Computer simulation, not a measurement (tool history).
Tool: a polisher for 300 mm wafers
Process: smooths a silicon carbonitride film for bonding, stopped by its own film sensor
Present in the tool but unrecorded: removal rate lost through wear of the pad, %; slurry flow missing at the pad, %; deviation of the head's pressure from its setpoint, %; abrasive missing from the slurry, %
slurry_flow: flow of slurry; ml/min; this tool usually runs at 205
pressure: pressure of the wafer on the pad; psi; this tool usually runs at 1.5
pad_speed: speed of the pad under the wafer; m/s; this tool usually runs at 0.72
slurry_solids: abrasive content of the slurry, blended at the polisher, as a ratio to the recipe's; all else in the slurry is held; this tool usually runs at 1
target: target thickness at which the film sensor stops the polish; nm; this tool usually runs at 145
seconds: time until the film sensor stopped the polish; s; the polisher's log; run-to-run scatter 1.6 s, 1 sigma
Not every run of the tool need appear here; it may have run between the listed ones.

| run | day | slurry_flow | pressure | pad_speed | slurry_solids | target | wafers since the last listed run | wafers polished on this pad | hours since the slurry nozzle was cleaned | hours since the head pressure was calibrated | hours since the slurry blender was calibrated | incoming thickness of the incoming film, nm | seconds |
|---|---|---|---|---|---|---|---|---|---|---|---|---|---|
| 1 | 0 | 205 | 1.5 | 0.72 | 1 | 145 | 0 | 683 | 283.3 | 636.2 | 363.8 | 167.1 | 144.1 |
| 2 | 0.3 | 205 | 1.5 | 0.72 | 1 | 145 | 65 | 748 | 290.5 | 643.4 | 371 | 167.1 | 146 |
|  | 0.558 | worn pad replaced by a new one |
| 3 | 0.929 | 205 | 1.5 | 0.72 | 1 | 145 | 100 | 80 | 305.6 | 658.5 | 386.1 | 168.4 | 144.1 |
| 4 | 1.55 | 205 | 1.5 | 0.72 | 1 | 145 | 134 | 215 | 320.5 | 673.4 | 401 | 169 | 151.1 |
| 5 | 2.212 | 205 | 1.5 | 0.72 | 1 | 145 | 143 | 359 | 336.4 | 689.3 | 416.9 | 170.3 | 159.1 |
| 6 | 2.875 | 205 | 1.2 | 0.72 | 1 | 145 | 143 | 502 | 352.3 | 705.2 | 432.8 | 170.3 | 198.2 |
| 7 | 3.329 | 205 | 1.2 | 0.72 | 1 | 145 | 98 | 601 | 363.2 | 716.1 | 443.7 | 171.7 | 209.2 |
|  | 4.012 | head pressure recalibrated |
| 8 | 4.033 | 205 | 1.2 | 0.72 | 1 | 145 | 134 | 736 | 380.1 | 0.5 | 460.6 | 170.6 | 204.8 |
|  | 4.375 | slurry blender recalibrated |
|  | 4.421 | worn pad replaced by a new one, of another model than before |
| 9 | 4.442 | 205 | 1.5 | 0.72 | 1 | 151 | 60 | 4 | 389.9 | 10.3 | 1.6 | 172.4 | 127.6 |
| 10 | 5.017 | 205 | 1 | 0.72 | 1 | 145 | 124 | 129 | 403.7 | 24.1 | 15.4 | 173 | 210.7 |
| 11 | 5.496 | 205 | 1.5 | 0.72 | 1 | 145 | 104 | 233 | 415.2 | 35.6 | 26.9 | 170.3 | 159.4 |
| 12 | 5.762 | 150 | 1.5 | 0.72 | 1 | 142 | 57 | 291 | 421.6 | 42 | 33.3 | 169.2 | 193.8 |
| 13 | 6.158 | 155 | 1.8 | 0.46 | 0.7 | 145 | 86 | 377 | 431.1 | 51.5 | 42.8 | 170.6 | 230.4 |
| 14 | 6.829 | 205 | 1.2 | 0.58 | 0.85 | 145 | 145 | 523 | 447.2 | 67.6 | 58.9 | 169.8 | 212 |
|  | 6.942 | slurry nozzle cleaned |
|  | 7.504 | worn pad replaced by a new one |
| 15 | 7.525 | 235 | 1.5 | 0.62 | 1 | 145 | 105 | 4 | 14 | 84.3 | 75.6 | 169.2 | 152.4 |
| 16 | 8.758 | 205 | 1.5 | 0.72 | 1 | 145 | 268 | 272 | 43.6 | 113.9 | 105.2 | 172.3 | 178.3 |

Had the tool no unlogged condition, and each run kept its random variation, what would the results have been?
| run | seconds |
|---|---|
| 1 | 128.4 |
| 2 | 129.8 |
| 3 | 139.1 |
| 4 | 140.6 |
| 5 | 144.7 |
| 6 | 177.8 |
| 7 | 186.5 |
| 8 | 181.6 |
| 9 | 125.4 |
| 10 | 198 |
| 11 | 146.1 |
| 12 | 175.8 |
| 13 | 206.6 |
| 14 | 187.7 |
| 15 | 149.8 |
| 16 | 162.2 |
